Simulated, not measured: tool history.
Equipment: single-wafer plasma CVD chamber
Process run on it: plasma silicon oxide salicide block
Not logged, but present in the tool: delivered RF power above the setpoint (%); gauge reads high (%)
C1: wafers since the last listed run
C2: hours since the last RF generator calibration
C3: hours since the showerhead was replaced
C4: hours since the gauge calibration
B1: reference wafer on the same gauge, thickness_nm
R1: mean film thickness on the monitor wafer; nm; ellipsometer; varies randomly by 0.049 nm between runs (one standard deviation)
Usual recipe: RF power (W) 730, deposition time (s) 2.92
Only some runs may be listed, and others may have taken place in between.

Run 1, hour 0: usual settings; C1 0; C2 1487.9; C3 4447.6; C4 2.2; B1 34.308. Result: R1 32.109 nm.
Run 2, hour 6.4: usual settings; C1 260; C2 1494.3; C3 4454; C4 8.6; B1 34.301. Result: R1 32.079 nm.
Run 3, hour 19.4: usual settings; C1 529; C2 1507.3; C3 4467; C4 21.6; B1 34.292. Result: R1 32.078 nm.
Run 4, hour 33.6: usual settings; C1 578; C2 1521.5; C3 4481.2; C4 35.8; B1 34.306. Result: R1 32.094 nm.
Run 5, hour 47.5: usual settings; C1 566; C2 1535.4; C3 4495.1; C4 49.7; B1 34.301. Result: R1 32.093 nm.
Run 6, hour 55.7: usual settings; C1 333; C2 1543.6; C3 4503.3; C4 57.9; B1 34.29. Result: R1 32.1 nm.
Run 7, hour 65.2: usual settings; C1 386; C2 1553.1; C3 4512.8; C4 67.4; B1 34.301. Result: R1 32.046 nm.
Run 8, hour 82.3: usual settings; C1 696; C2 1570.2; C3 4529.9; C4 84.5; B1 34.309. Result: R1 32.121 nm.
Run 9, hour 92.4: usual settings but deposition time (s) 2.53; C1 411; C2 1580.3; C3 4540; C4 94.6; B1 34.292. Result: R1 27.859 nm.
Run 10, hour 100.2: usual settings; C1 317; C2 1588.1; C3 4547.8; C4 102.4; B1 34.299. Result: R1 32.123 nm.
Run 11, hour 115.2: usual settings; C1 610; C2 1603.1; C3 4562.8; C4 117.4; B1 34.295. Result: R1 32.082 nm.
Run 12, hour 129.1: usual settings; C1 566; C2 1617; C3 4576.7; C4 131.3; B1 34.302. Result: R1 32.152 nm.
Run 13, hour 141.3: usual settings but RF power (W) 805, deposition time (s) 2.78; C1 496; C2 1629.2; C3 4588.9; C4 143.5; B1 34.294. Result: R1 31.313 nm.
Run 14, hour 154.9: usual settings but RF power (W) 805, deposition time (s) 2.78; C1 553; C2 1642.8; C3 4602.5; C4 157.1; B1 34.303. Result: R1 31.33 nm.
Run 15, hour 169.8: usual settings but RF power (W) 805, deposition time (s) 2.78; C1 606; C2 1657.7; C3 4617.4; C4 172; B1 34.3. Result: R1 31.259 nm.
Run 16, hour 186.3: usual settings; C1 671; C2 1674.2; C3 4633.9; C4 188.5; B1 34.303. Result: R1 32.012 nm.
Run 17, hour 202.5: usual settings; C1 659; C2 1690.4; C3 4650.1; C4 204.7; B1 34.297. Result: R1 31.987 nm.
At hour 215.9: showerhead replaced.
At hour 220.1: RF generator calibrated.
Run 18, hour 220.6: usual settings; C1 240; C2 0.5; C3 4.7; C4 222.8; B1 34.301. Result: R1 32.697 nm.
Run 19, hour 225.5: usual settings; C1 199; C2 5.4; C3 9.6; C4 227.7; B1 34.31. Result: R1 32.761 nm.
Run 20, hour 232.4: usual settings but RF power (W) 805, deposition time (s) 2.78; C1 280; C2 12.3; C3 16.5; C4 234.6; B1 34.294. Result: R1 31.925 nm.
Run 21, hour 242: usual settings but RF power (W) 810, deposition time (s) 3.43; C1 390; C2 21.9; C3 26.1; C4 244.2; B1 34.291. Result: R1 39.535 nm.
Run 22, hour 254.5: usual settings but RF power (W) 870, deposition time (s) 3.22; C1 509; C2 34.4; C3 38.6; C4 256.7; B1 34.297. Result: R1 37.737 nm.
Run 23, hour 264.9: usual settings but RF power (W) 670, deposition time (s) 2.68; C1 423; C2 44.8; C3 49; C4 267.1; B1 34.304. Result: R1 29.436 nm.
Run 24, hour 279.2: usual settings but RF power (W) 670, deposition time (s) 2.68; C1 582; C2 59.1; C3 63.3; C4 281.4; B1 34.3. Result: R1 29.409 nm.
Run 25, hour 287.3: usual settings but RF power (W) 625, deposition time (s) 3.25; C1 329; C2 67.2; C3 71.4; C4 289.5; B1 34.303. Result: R1 35.034 nm.
Run 26, hour 294: usual settings but RF power (W) 845, deposition time (s) 2.4; C1 272; C2 73.9; C3 78.1; C4 296.2; B1 34.306. Result: R1 27.877 nm.
Run 27, hour 302.4: usual settings but RF power (W) 830; C1 342; C2 82.3; C3 86.5; C4 304.6; B1 34.292. Result: R1 33.822 nm.
Run 28, hour 314.1: usual settings; C1 476; C2 94; C3 98.2; C4 316.3; B1 34.297. Result: R1 32.748 nm.
Run 29, hour 320.2: usual settings; C1 248; C2 100.1; C3 104.3; C4 322.4; B1 34.305. Result: R1 32.809 nm.
Run 30, hour 336.3: usual settings but RF power (W) 675, deposition time (s) 3.37; C1 655; C2 116.2; C3 120.4; C4 338.5; B1 34.299. Result: R1 37.011 nm.
At hour 338.3: gauge calibrated.
Run 31, hour 351.7: usual settings but RF power (W) 840, deposition time (s) 3.44; C1 627; C2 131.6; C3 135.8; C4 13.4; B1 34.3. Result: R1 39.942 nm.
Run 32, hour 363.5: usual settings but RF power (W) 770; C1 480; C2 143.4; C3 147.6; C4 25.2; B1 34.294. Result: R1 33.165 nm.
Run 33, hour 378.8: usual settings; C1 623; C2 158.7; C3 162.9; C4 40.5; B1 34.301. Result: R1 32.709 nm.
Run 34, hour 390: usual settings but RF power (W) 870, deposition time (s) 2.5; C1 456; C2 169.9; C3 174.1; C4 51.7; B1 34.296. Result: R1 29.225 nm.
Run 35, hour 403.1: usual settings but RF power (W) 595, deposition time (s) 2.42; C1 533; C2 183; C3 187.2; C4 64.8; B1 34.306. Result: R1 25.76 nm.
Run 36, hour 410.3: usual settings but RF power (W) 770; C1 293; C2 190.2; C3 194.4; C4 72; B1 34.297. Result: R1 33.093 nm.
Run 37, hour 427.9: usual settings but RF power (W) 685, deposition time (s) 3.08; C1 716; C2 207.8; C3 212; C4 89.6; B1 34.302. Result: R1 33.933 nm.
Run 38, hour 439: usual settings but deposition time (s) 3.23; C1 452; C2 218.9; C3 223.1; C4 100.7; B1 34.297. Result: R1 36.28 nm.

What if the next run were any one of these 5? Each begins from the tool's condition after run 38:
Run A, hour 439.4: usual settings; C1 16; C2 219.3; C3 223.5; C4 101.1; B1 ?. Result: R1 ?.
Run B, hour 439.4: usual settings but RF power (W) 600, deposition time (s) 2.63; C1 16; C2 219.3; C3 223.5; C4 101.1; B1 ?. Result: R1 ?.
Run C, hour 439.4: usual settings but RF power (W) 645, deposition time (s) 2.47; C1 16; C2 219.3; C3 223.5; C4 101.1; B1 ?. Result: R1 ?.
Run D, hour 439.4: usual settings but RF power (W) 675, deposition time (s) 3.22; C1 16; C2 219.3; C3 223.5; C4 101.1; B1 ?. Result: R1 ?.
Run E, hour 439.4: usual settings but RF power (W) 835, deposition time (s) 3.09; C1 16; C2 219.3; C3 223.5; C4 101.1; B1 ?. Result: R1 ?.

run      B1      R1
  A  34.297  32.742
  B  34.297  28.094
  C  34.297  26.856
  D  34.297  35.406
  E  34.297  35.852
The same runs, with their run-to-run variation unchanged, on a tool lacking any hidden condition would have given:
run      R1
  A  32.886
  B  28.218
  C  26.974
  D  35.562
  E  36.009

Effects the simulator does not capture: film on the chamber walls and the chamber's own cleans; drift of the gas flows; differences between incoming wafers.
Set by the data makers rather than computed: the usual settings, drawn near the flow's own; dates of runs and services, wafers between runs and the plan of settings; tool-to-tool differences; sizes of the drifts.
